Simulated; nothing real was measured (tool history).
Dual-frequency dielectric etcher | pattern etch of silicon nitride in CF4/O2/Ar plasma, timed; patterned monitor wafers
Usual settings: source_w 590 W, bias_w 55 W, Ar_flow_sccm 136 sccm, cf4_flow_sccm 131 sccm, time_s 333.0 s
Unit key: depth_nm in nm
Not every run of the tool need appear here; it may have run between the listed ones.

run	hour	source_w	bias_w	Ar_flow_sccm	cf4_flow_sccm	time_s	wafers since the last listed run	hours since the last wet clean	hours since the last source power generator calibration	hours since the last bias power generator calibration	hours since the last Ar flow controller change	hours since the last CF4 flow controller change	hours since the last upper electrode change	hours since the gauge calibration	read-back reference wafer on the same gauge, depth_nm	depth_nm
1	0.0	590	55	136	131	333.0	0	0.5	51.3	4021.1	2700.4	36.0	2578.0	20.8	796.0	735.4
2	0.4	530	55	136	131	333.0	2	0.9	51.7	4021.5	2700.8	36.4	2578.4	21.2	796.1	663.2
3	27.8	530	55	136	131	333.0	159	28.3	79.1	4048.9	2728.2	63.8	2605.8	48.6	796.3	661.7
4	42.9	660	55	120	131	333.0	87	43.4	94.2	4064.0	2743.3	78.9	2620.9	63.7	796.3	836.5
5	50.8	590	55	136	104	333.0	45	51.3	102.1	4071.9	2751.2	86.8	2628.8	71.6	795.8	710.5
# hour 78.1: Ar flow controller replaced
# hour 82.7: upper electrode replaced
6	83.2	590	55	136	131	333.0	126	83.7	134.5	4104.3	5.1	119.2	0.5	104.0	795.4	733.1
7	94.1	590	59	136	131	333.0	63	94.6	145.4	4115.2	16.0	130.1	11.4	114.9	796.1	757.4
8	105.5	590	55	167	118	333.0	66	106.0	156.8	4126.6	27.4	141.5	22.8	126.3	796.1	691.9
9	112.7	590	55	149	164	333.0	41	113.2	164.0	4133.8	34.6	148.7	30.0	133.5	795.6	744.8
10	124.5	590	55	136	131	333.0	68	125.0	175.8	4145.6	46.4	160.5	41.8	145.3	795.9	732.1
11	135.6	590	55	119	131	333.0	64	136.1	186.9	4156.7	57.5	171.6	52.9	156.4	795.8	751.3
12	151.0	640	55	136	117	275.0	89	151.5	202.3	4172.1	72.9	187.0	68.3	171.8	796.1	641.8
# hour 158.2: bias power generator calibrated
13	168.8	590	55	158	149	333.0	80	169.3	220.1	10.6	90.7	204.8	86.1	189.6	796.4	723.1
14	184.6	590	55	136	155	333.0	91	185.1	235.9	26.4	106.5	220.6	101.9	205.4	795.2	745.7
15	201.9	690	68	145	157	333.0	100	202.4	253.2	43.7	123.8	237.9	119.2	222.7	795.6	946.4
16	217.3	590	62	136	123	333.0	89	217.8	268.6	59.1	139.2	253.3	134.6	238.1	796.4	764.9
17	230.2	450	60	136	131	333.0	74	230.7	281.5	72.0	152.1	266.2	147.5	251.0	795.6	583.5
18	236.5	590	55	136	131	333.0	36	237.0	287.8	78.3	158.4	272.5	153.8	257.3	796.4	729.0
19	247.8	590	55	136	131	333.0	65	248.3	299.1	89.6	169.7	283.8	165.1	268.6	795.7	728.6
20	261.6	590	55	136	131	333.0	80	262.1	312.9	103.4	183.5	297.6	178.9	282.4	796.2	727.3
21	275.2	590	55	136	131	333.0	79	275.7	326.5	117.0	197.1	311.2	192.5	296.0	795.9	727.2

Forecast each of these 4 alternatives for the next run:
A	275.7	590	55	136	131	333.0	2	276.2	327.0	117.5	197.6	311.7	193.0	296.5	?	?
B	275.7	590	55	165	131	274.5	2	276.2	327.0	117.5	197.6	311.7	193.0	296.5	?	?
C	275.7	590	50	136	131	333.0	2	276.2	327.0	117.5	197.6	311.7	193.0	296.5	?	?
D	275.7	590	55	163	131	333.0	2	276.2	327.0	117.5	197.6	311.7	193.0	296.5	?	?

run	read-back reference wafer on the same gauge, depth_nm	depth_nm
A	795.8	726.3
B	795.8	576.4
C	795.8	694.8
D	795.8	700.9
Without the tool's hidden state the same runs would have given:
run	depth_nm
A	735.2
B	583.5
C	703.4
D	709.6
